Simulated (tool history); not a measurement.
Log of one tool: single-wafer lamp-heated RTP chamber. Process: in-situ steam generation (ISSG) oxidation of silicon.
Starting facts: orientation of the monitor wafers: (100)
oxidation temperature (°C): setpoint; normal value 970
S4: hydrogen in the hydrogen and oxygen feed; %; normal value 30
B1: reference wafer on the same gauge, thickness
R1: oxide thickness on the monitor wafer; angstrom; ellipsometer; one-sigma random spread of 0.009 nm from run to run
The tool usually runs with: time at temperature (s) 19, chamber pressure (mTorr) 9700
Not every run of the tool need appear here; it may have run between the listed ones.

run 1 hour=0.0 | oxidation_temperature_(°C)=959 time_at_temperature_(s)=19 chamber_pressure_(mTorr)=9700 S4=30 | B1=5.566 | R1=50.94
run 2 hour=48.6 | oxidation_temperature_(°C)=959 time_at_temperature_(s)=19 chamber_pressure_(mTorr)=9700 S4=30 | B1=5.567 | R1=50.98
run 3 hour=118.5 | oxidation_temperature_(°C)=959 time_at_temperature_(s)=19 chamber_pressure_(mTorr)=9700 S4=30 | B1=5.567 | R1=51.18
run 4 hour=223.1 | oxidation_temperature_(°C)=970 time_at_temperature_(s)=19 chamber_pressure_(mTorr)=9700 S4=30 | B1=5.568 | R1=53.02
run 5 hour=330.9 | oxidation_temperature_(°C)=970 time_at_temperature_(s)=19 chamber_pressure_(mTorr)=9700 S4=30 | B1=5.572 | R1=53.45
-- hour=389.6 pyrometer window cleaned and pyrometer calibrated
run 6 hour=390.1 | oxidation_temperature_(°C)=970 time_at_temperature_(s)=19 chamber_pressure_(mTorr)=9700 S4=30 | B1=5.570 | R1=52.50
run 7 hour=460.1 | oxidation_temperature_(°C)=970 time_at_temperature_(s)=21 chamber_pressure_(mTorr)=9700 S4=30 | B1=5.569 | R1=55.01
run 8 hour=499.2 | oxidation_temperature_(°C)=970 time_at_temperature_(s)=21 chamber_pressure_(mTorr)=9700 S4=30 | B1=5.569 | R1=54.76
run 9 hour=591.5 | oxidation_temperature_(°C)=970 time_at_temperature_(s)=19 chamber_pressure_(mTorr)=9700 S4=30 | B1=5.570 | R1=52.82
-- hour=630.5 hydrogen flow controller replaced
run 10 hour=643.9 | oxidation_temperature_(°C)=970 time_at_temperature_(s)=19 chamber_pressure_(mTorr)=9700 S4=30 | B1=5.569 | R1=53.57
run 11 hour=689.9 | oxidation_temperature_(°C)=970 time_at_temperature_(s)=19 chamber_pressure_(mTorr)=9700 S4=30 | B1=5.568 | R1=53.66
run 12 hour=786.4 | oxidation_temperature_(°C)=970 time_at_temperature_(s)=19 chamber_pressure_(mTorr)=9700 S4=30 | B1=5.571 | R1=54.15
-- hour=800.6 pyrometer window cleaned and pyrometer calibrated
run 13 hour=829.6 | oxidation_temperature_(°C)=970 time_at_temperature_(s)=19 chamber_pressure_(mTorr)=9700 S4=30 | B1=5.564 | R1=53.10
run 14 hour=887.4 | oxidation_temperature_(°C)=970 time_at_temperature_(s)=19 chamber_pressure_(mTorr)=9700 S4=30 | B1=5.568 | R1=53.20
run 15 hour=977.2 | oxidation_temperature_(°C)=970 time_at_temperature_(s)=19 chamber_pressure_(mTorr)=9700 S4=30 | B1=5.576 | R1=53.19
run 16 hour=1075.5 | oxidation_temperature_(°C)=982 time_at_temperature_(s)=19 chamber_pressure_(mTorr)=10200 S4=32 | B1=5.575 | R1=56.21
-- hour=1085.8 gauge calibrated
run 17 hour=1146.2 | oxidation_temperature_(°C)=955 time_at_temperature_(s)=19 chamber_pressure_(mTorr)=10200 S4=30 | B1=5.568 | R1=50.81
-- hour=1206.1 pressure gauge zeroed
run 18 hour=1206.6 | oxidation_temperature_(°C)=961 time_at_temperature_(s)=16 chamber_pressure_(mTorr)=9000 S4=30 | B1=5.568 | R1=49.92
-- hour=1244.6 pyrometer window cleaned and pyrometer calibrated
run 19 hour=1305.2 | oxidation_temperature_(°C)=980 time_at_temperature_(s)=19 chamber_pressure_(mTorr)=9700 S4=30 | B1=5.569 | R1=55.06
run 20 hour=1389.3 | oxidation_temperature_(°C)=970 time_at_temperature_(s)=24 chamber_pressure_(mTorr)=8300 S4=30 | B1=5.568 | R1=60.28
run 21 hour=1485.7 | oxidation_temperature_(°C)=951 time_at_temperature_(s)=19 chamber_pressure_(mTorr)=9300 S4=20 | B1=5.571 | R1=46.36
run 22 hour=1557.5 | oxidation_temperature_(°C)=970 time_at_temperature_(s)=19 chamber_pressure_(mTorr)=9700 S4=30 | B1=5.576 | R1=53.84
run 23 hour=1602.2 | oxidation_temperature_(°C)=985 time_at_temperature_(s)=16 chamber_pressure_(mTorr)=10200 S4=32 | B1=5.571 | R1=52.94
-- hour=1629.6 pyrometer window cleaned and pyrometer calibrated
run 24 hour=1794.5 | oxidation_temperature_(°C)=957 time_at_temperature_(s)=16 chamber_pressure_(mTorr)=9100 S4=30 | B1=5.571 | R1=48.32
run 25 hour=1894.4 | oxidation_temperature_(°C)=970 time_at_temperature_(s)=19 chamber_pressure_(mTorr)=9700 S4=30 | B1=5.574 | R1=53.34
run 26 hour=1964.2 | oxidation_temperature_(°C)=956 time_at_temperature_(s)=19 chamber_pressure_(mTorr)=9700 S4=30 | B1=5.572 | R1=51.25

For some of the steps in R1 from one run to the next: how much would appear even if the tool had no hidden state, given the settings, what came in and random variation, and how much remains for the hidden state plus any gauge scatter that the measured result and the result without hidden state don't share?
The hidden state here: true wafer temperature minus pyrometer reading, K; true pressure minus gauge reading, Torr; deviation of the hydrogen flow from its setpoint, %; gauge reads high (%).
Run 12 -> 13: pyrometer window cleaned and pyrometer calibrated. R1 -1.05 angstrom: hidden state -0.88, all else -0.17.
Run 20 -> 21: oxidation temperature (°C) 970 -> 951, time at temperature (s) 24 -> 19, chamber pressure (mTorr) 8300 -> 9300, S4 30 -> 20. R1 -13.92 angstrom: hidden state +0.08, all else -14.00.
Run 21 -> 22: oxidation temperature (°C) 951 -> 970, chamber pressure (mTorr) 9300 -> 9700, S4 20 -> 30. R1 +7.48 angstrom: hidden state +0.34, all else +7.14.
Run 23 -> 24: oxidation temperature (°C) 985 -> 957, chamber pressure (mTorr) 10200 -> 9100, S4 32 -> 30, pyrometer window cleaned and pyrometer calibrated. R1 -4.62 angstrom: hidden state -0.86, all else -3.76.
